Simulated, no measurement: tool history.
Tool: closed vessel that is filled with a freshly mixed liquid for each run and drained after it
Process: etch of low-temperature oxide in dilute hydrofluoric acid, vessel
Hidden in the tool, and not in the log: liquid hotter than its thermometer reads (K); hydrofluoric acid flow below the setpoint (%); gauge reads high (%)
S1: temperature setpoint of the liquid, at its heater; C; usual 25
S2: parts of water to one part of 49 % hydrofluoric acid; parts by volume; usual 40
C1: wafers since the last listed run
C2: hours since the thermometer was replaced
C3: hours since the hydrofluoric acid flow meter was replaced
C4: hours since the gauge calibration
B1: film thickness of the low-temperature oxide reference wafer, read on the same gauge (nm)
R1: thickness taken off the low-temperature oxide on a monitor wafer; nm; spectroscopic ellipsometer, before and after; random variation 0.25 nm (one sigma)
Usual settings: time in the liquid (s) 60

Run 1, hour 0: usual settings but S1 26 C; C1 0; C2 1213.6; C3 509.1; C4 792.5; B1 140. Result: R1 36.32 nm.
Run 2, hour 88: usual settings but S2 30 parts by volume; C1 8870; C2 1301.6; C3 597.1; C4 880.5; B1 140.01. Result: R1 46.55 nm.
Run 3, hour 124.1: usual settings but S2 30 parts by volume; C1 3638; C2 1337.7; C3 633.2; C4 916.6; B1 140.03. Result: R1 46.71 nm.
Run 4, hour 209.9: usual settings but S2 30 parts by volume; C1 8648; C2 1423.5; C3 719; C4 1002.4; B1 140.01. Result: R1 47.06 nm.
Run 5, hour 253.2: usual settings but S1 29 C; C1 4364; C2 1466.8; C3 762.3; C4 1045.7; B1 139.99. Result: R1 41.01 nm.
Run 6, hour 327: usual settings but S1 29 C; C1 7439; C2 1540.6; C3 836.1; C4 1119.5; B1 140.02. Result: R1 40.9 nm.
Run 7, hour 395.1: usual settings but S1 29 C; C1 6864; C2 1608.7; C3 904.2; C4 1187.6; B1 140.03. Result: R1 41.1 nm.
Run 8, hour 481.9: usual settings but time in the liquid (s) 75; C1 8749; C2 1695.5; C3 991; C4 1274.4; B1 140.04. Result: R1 43.63 nm.
Run 9, hour 519.3: usual settings but time in the liquid (s) 75; C1 3769; C2 1732.9; C3 1028.4; C4 1311.8; B1 139.97. Result: R1 44.36 nm.
Run 10, hour 572.2: usual settings; C1 5332; C2 1785.8; C3 1081.3; C4 1364.7; B1 140.01. Result: R1 34.7 nm.
Run 11, hour 651.2: usual settings; C1 7963; C2 1864.8; C3 1160.3; C4 1443.7; B1 140.03. Result: R1 35.3 nm.
At hour 656.7: hydrofluoric acid flow meter replaced.
Run 12, hour 716.3: usual settings; C1 6461; C2 1929.9; C3 59.6; C4 1508.8; B1 140.04. Result: R1 35.29 nm.
Run 13, hour 804.3: usual settings; C1 8870; C2 2017.9; C3 147.6; C4 1596.8; B1 140.01. Result: R1 35.04 nm.
Run 14, hour 895.7: usual settings but S1 27 C, S2 25 parts by volume; C1 9213; C2 2109.3; C3 239; C4 1688.2; B1 139.98. Result: R1 63.68 nm.
Run 15, hour 973: usual settings but S1 20.5 C; C1 7792; C2 2186.6; C3 316.3; C4 1765.5; B1 140.04. Result: R1 28.77 nm.
Run 16, hour 1055.7: usual settings but time in the liquid (s) 70; C1 8336; C2 2269.3; C3 399; C4 1848.2; B1 140.02. Result: R1 40.94 nm.
At hour 1092: thermometer replaced.
Run 17, hour 1161.1: usual settings but S1 26 C; C1 10523; C2 69.1; C3 504.4; C4 1953.6; B1 139.98. Result: R1 35.58 nm.
Run 18, hour 1259.4: usual settings but S2 55 parts by volume, time in the liquid (s) 90; C1 9908; C2 167.4; C3 602.7; C4 2051.9; B1 140.01. Result: R1 36.49 nm.
Run 19, hour 1359.9: usual settings but S1 23 C, S2 60 parts by volume, time in the liquid (s) 35; C1 10130; C2 267.9; C3 703.2; C4 2152.4; B1 139.98. Result: R1 11.86 nm.
Run 20, hour 1426.6: usual settings; C1 6723; C2 334.6; C3 769.9; C4 2219.1; B1 140.03. Result: R1 34.01 nm.
Run 21, hour 1504.9: usual settings but S2 45 parts by volume; C1 7892; C2 412.9; C3 848.2; C4 2297.4; B1 140.06. Result: R1 30.36 nm.
Run 22, hour 1546.6: usual settings but S1 27.5 C, S2 35 parts by volume, time in the liquid (s) 30; C1 4203; C2 454.6; C3 889.9; C4 2339.1; B1 140.05. Result: R1 21.74 nm.
At hour 1620.6: hydrofluoric acid flow meter replaced.
Run 23, hour 1621.3: usual settings; C1 7429; C2 529.3; C3 0.7; C4 2413.8; B1 139.95. Result: R1 34.41 nm.
Run 24, hour 1716.3: usual settings but S1 28 C, time in the liquid (s) 75; C1 9576; C2 624.3; C3 95.7; C4 2508.8; B1 140.02. Result: R1 49.07 nm.
At hour 1727.8: gauge calibrated.
Run 25, hour 1806.3: usual settings but S1 26.5 C, time in the liquid (s) 85; C1 9072; C2 714.3; C3 185.7; C4 78.5; B1 139.97. Result: R1 52.02 nm.
Run 26, hour 1873.9: usual settings but S2 55 parts by volume, time in the liquid (s) 75; C1 6814; C2 781.9; C3 253.3; C4 146.1; B1 139.95. Result: R1 30.6 nm.
Run 27, hour 1918.8: usual settings but S2 60 parts by volume; C1 4526; C2 826.8; C3 298.2; C4 191; B1 139.97. Result: R1 22.16 nm.
Run 28, hour 2016.6: usual settings but S1 22 C, S2 60 parts by volume, time in the liquid (s) 85; C1 9858; C2 924.6; C3 396; C4 288.8; B1 140.02. Result: R1 28.16 nm.
Run 29, hour 2274.9: usual settings but S1 22.5 C, S2 35 parts by volume; C1 26037; C2 1182.9; C3 654.3; C4 547.1; B1 139.98. Result: R1 35.89 nm.
Run 30, hour 2357.6: usual settings; C1 8336; C2 1265.6; C3 737; C4 629.8; B1 140.05. Result: R1 34.72 nm.
At hour 2506.7: hydrofluoric acid flow meter replaced.
Run 31, hour 2548.9: usual settings; C1 19182; C2 1456.9; C3 42.2; C4 821.1; B1 139.96. Result: R1 34.7 nm.
Run 32, hour 2632.4: usual settings; C1 8416; C2 1540.4; C3 125.7; C4 904.6; B1 139.96. Result: R1 34.76 nm.

4 ways to go on from here, each from the tool as it stands after run 32. What would each give?
Run A, hour 2633.1: usual settings but S1 30 C; C1 70; C2 1541.1; C3 126.4; C4 905.3; B1 ?. Result: R1 ?.
Run B, hour 2633.1: usual settings but S1 28 C, S2 20 parts by volume; C1 70; C2 1541.1; C3 126.4; C4 905.3; B1 ?. Result: R1 ?.
Run C, hour 2633.1: usual settings but S1 26.5 C, S2 35 parts by volume, time in the liquid (s) 90; C1 70; C2 1541.1; C3 126.4; C4 905.3; B1 ?. Result: R1 ?.
Run D, hour 2633.1: usual settings but S1 20.5 C, S2 50 parts by volume; C1 70; C2 1541.1; C3 126.4; C4 905.3; B1 ?. Result: R1 ?.

run      B1     R1
  A  140.05  42.08
  B  140.05  80.15
  C  140.05  63.18
  D  140.05  22.55
Without the tool's hidden state the same runs would have given:
run     R1
  A  40.86
  B  77.76
  C  61.31
  D  21.86

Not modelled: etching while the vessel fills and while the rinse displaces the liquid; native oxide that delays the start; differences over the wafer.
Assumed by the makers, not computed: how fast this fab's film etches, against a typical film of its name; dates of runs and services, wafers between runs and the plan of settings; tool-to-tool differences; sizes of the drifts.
